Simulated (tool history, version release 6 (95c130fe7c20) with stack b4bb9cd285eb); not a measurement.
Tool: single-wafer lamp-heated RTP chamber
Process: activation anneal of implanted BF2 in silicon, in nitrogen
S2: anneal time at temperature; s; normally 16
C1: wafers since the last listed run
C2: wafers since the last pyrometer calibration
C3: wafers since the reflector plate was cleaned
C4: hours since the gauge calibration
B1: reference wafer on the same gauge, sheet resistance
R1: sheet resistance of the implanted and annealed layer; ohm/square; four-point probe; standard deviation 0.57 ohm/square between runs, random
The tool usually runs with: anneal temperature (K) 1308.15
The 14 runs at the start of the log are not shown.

Run 15, hour 603.5: usual settings; C1 508; C2 814; C3 10173; C4 1752.7; B1 308. Result: R1 260.64 ohm/square.
At hour 626.7: gauge calibrated.
Run 16, hour 668.5: usual settings; C1 840; C2 1654; C3 11013; C4 41.8; B1 308.02. Result: R1 259.75 ohm/square.
Run 17, hour 736.9: usual settings; C1 884; C2 2539; C3 11898; C4 110.2; B1 308. Result: R1 259.74 ohm/square.
Run 18, hour 772.9: usual settings; C1 465; C2 3004; C3 12363; C4 146.2; B1 307.96. Result: R1 258.55 ohm/square.
Run 19, hour 841.8: usual settings; C1 890; C2 3895; C3 13254; C4 215.1; B1 307.97. Result: R1 258.97 ohm/square.
Run 20, hour 885.6: usual settings but anneal temperature (K) 1317.15, S2 25 s; C1 566; C2 4461; C3 13820; C4 258.9; B1 308.02. Result: R1 252.7 ohm/square.
Run 21, hour 928.7: usual settings but anneal temperature (K) 1317.15, S2 25 s; C1 557; C2 5019; C3 14378; C4 302; B1 307.97. Result: R1 252.01 ohm/square.
At hour 971.7: reflector plate cleaned.
Run 22, hour 976: usual settings but anneal temperature (K) 1280.15, S2 19 s; C1 508; C2 5527; C3 55; C4 349.3; B1 308.13. Result: R1 267.7 ohm/square.
At hour 1034.1: pyrometer window cleaned and pyrometer calibrated.
Run 23, hour 1047.9: usual settings but anneal temperature (K) 1329.15, S2 20 s; C1 826; C2 178; C3 881; C4 421.2; B1 308. Result: R1 255.91 ohm/square.
Run 24, hour 1091.5: usual settings but anneal temperature (K) 1284.15, S2 24 s; C1 563; C2 742; C3 1445; C4 464.8; B1 308.06. Result: R1 267.25 ohm/square.
Run 25, hour 1128.1: usual settings but S2 13 s; C1 473; C2 1215; C3 1918; C4 501.4; B1 308.06. Result: R1 262.64 ohm/square.
Run 26, hour 1167.7: usual settings; C1 512; C2 1727; C3 2430; C4 541; B1 307.99. Result: R1 260.14 ohm/square.
Run 27, hour 1234.8: usual settings but anneal temperature (K) 1318.15, S2 21 s; C1 867; C2 2595; C3 3298; C4 608.1; B1 307.96. Result: R1 254.56 ohm/square.
Run 28, hour 1297.1: usual settings; C1 805; C2 3400; C3 4103; C4 670.4; B1 307.99. Result: R1 260.05 ohm/square.
Run 29, hour 1335.1: usual settings but anneal temperature (K) 1322.15, S2 23 s; C1 491; C2 3892; C3 4595; C4 708.4; B1 308.05. Result: R1 253.52 ohm/square.
Run 30, hour 1373.5: usual settings but anneal temperature (K) 1291.15; C1 496; C2 4388; C3 5091; C4 746.8; B1 307.93. Result: R1 264.41 ohm/square.

Expected results for the next run?
At hour 1422.6: pyrometer window cleaned and pyrometer calibrated.
Run 31, hour 1425.5: usual settings but anneal temperature (K) 1317.15; C1 568; C2 37; C3 5660; C4 798.8; B1 ?. Result: R1 ?.

Run 31 yielded B1 307.97, R1 259.13 ohm/square.
The same run, on a tool lacking any hidden state, would have yielded R1 261.24 ohm/square.
